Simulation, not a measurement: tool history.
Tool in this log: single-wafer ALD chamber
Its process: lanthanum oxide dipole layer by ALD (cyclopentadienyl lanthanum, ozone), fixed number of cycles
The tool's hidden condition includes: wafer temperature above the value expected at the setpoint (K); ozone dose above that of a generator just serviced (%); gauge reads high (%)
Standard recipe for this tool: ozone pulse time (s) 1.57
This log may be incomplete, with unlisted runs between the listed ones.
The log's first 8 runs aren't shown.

run     day  ozone pulse time (s)  wafers since the last listed run  hours since the last thermocouple change  hours since the last ozone generator service  hours since the showerhead was replaced  hours since the gauge calibration  read-back reference wafer on the same gauge, thickness_nm  mean film thickness on the monitor wafer (angstrom)
  9   5.008                  1.92                               260                                    1163.5                                        2129.8                                   5631.4                              490.2                                                      0.533                                                 5.39
      5.462  -- ozone generator serviced
 10   5.488                  1.57                                58                                      1175                                           0.6                                   5642.9                              501.7                                                      0.533                                                 5.33
 11   6.117                  1.57                               252                                    1190.1                                          15.7                                     5658                              516.8                                                      0.533                                                 5.28
 12   6.575                  1.57                               183                                    1201.1                                          26.7                                     5669                              527.8                                                      0.534                                                 5.36
 13   7.612                  1.57                               415                                      1226                                          51.6                                   5693.9                              552.7                                                      0.533                                                 5.31
 14   7.883                  1.41                               108                                    1232.5                                          58.1                                   5700.4                              559.2                                                      0.532                                                 5.12
      8.362  -- gauge calibrated
 15   8.404                  1.57                               208                                      1245                                          70.6                                   5712.9                                  1                                                      0.533                                                 5.33
 16   9.021                  2.03                               247                                    1259.8                                          85.4                                   5727.7                               15.8                                                      0.533                                                 5.55
 17   9.496                  1.57                               190                                    1271.2                                          96.8                                   5739.1                               27.2                                                      0.533                                                 5.34
 18   9.862                  1.57                               146                                      1280                                         105.6                                   5747.9                                 36                                                      0.534                                                 5.28
 19  10.471                   1.9                               243                                    1294.6                                         120.2                                   5762.5                               50.6                                                      0.533                                                 5.51
     11.221  -- showerhead replaced
 20  11.242                  1.14                               175                                    1313.1                                         138.7                                      0.5                               69.1                                                      0.533                                                 4.44
 21    11.7                  1.79                               183                                    1324.1                                         149.7                                     11.5                               80.1                                                      0.533                                                 5.48
 22  11.975                  2.08                               110                                    1330.7                                         156.3                                     18.1                               86.7                                                      0.533                                                 5.54
 23  14.058                   1.8                               835                                    1380.7                                         206.3                                     68.1                              136.7                                                      0.533                                                 5.42
 24  14.412                  1.57                               141                                    1389.2                                         214.8                                     76.6                              145.2                                                      0.533                                                 5.32
 25  14.838                  1.32                               170                                    1399.4                                           225                                     86.8                              155.4                                                      0.533                                                 4.95
     15.617  -- thermocouple changed; heater temperature recalibrated
 26  15.638                  1.13                               187                                       0.5                                         244.2                                      106                              174.6                                                      0.533                                                  4.4

Expected results for the next run?
 27  16.15                  1.93                               205                                      12.8                                         256.5                                    118.3                              186.9                                                          ?                                                    ?

read-back reference wafer on the same gauge, thickness_nm: 0.533
mean film thickness on the monitor wafer (angstrom): 5.49
The same run, on a tool lacking any hidden state, would have yielded mean film thickness on the monitor wafer (angstrom) 5.51.

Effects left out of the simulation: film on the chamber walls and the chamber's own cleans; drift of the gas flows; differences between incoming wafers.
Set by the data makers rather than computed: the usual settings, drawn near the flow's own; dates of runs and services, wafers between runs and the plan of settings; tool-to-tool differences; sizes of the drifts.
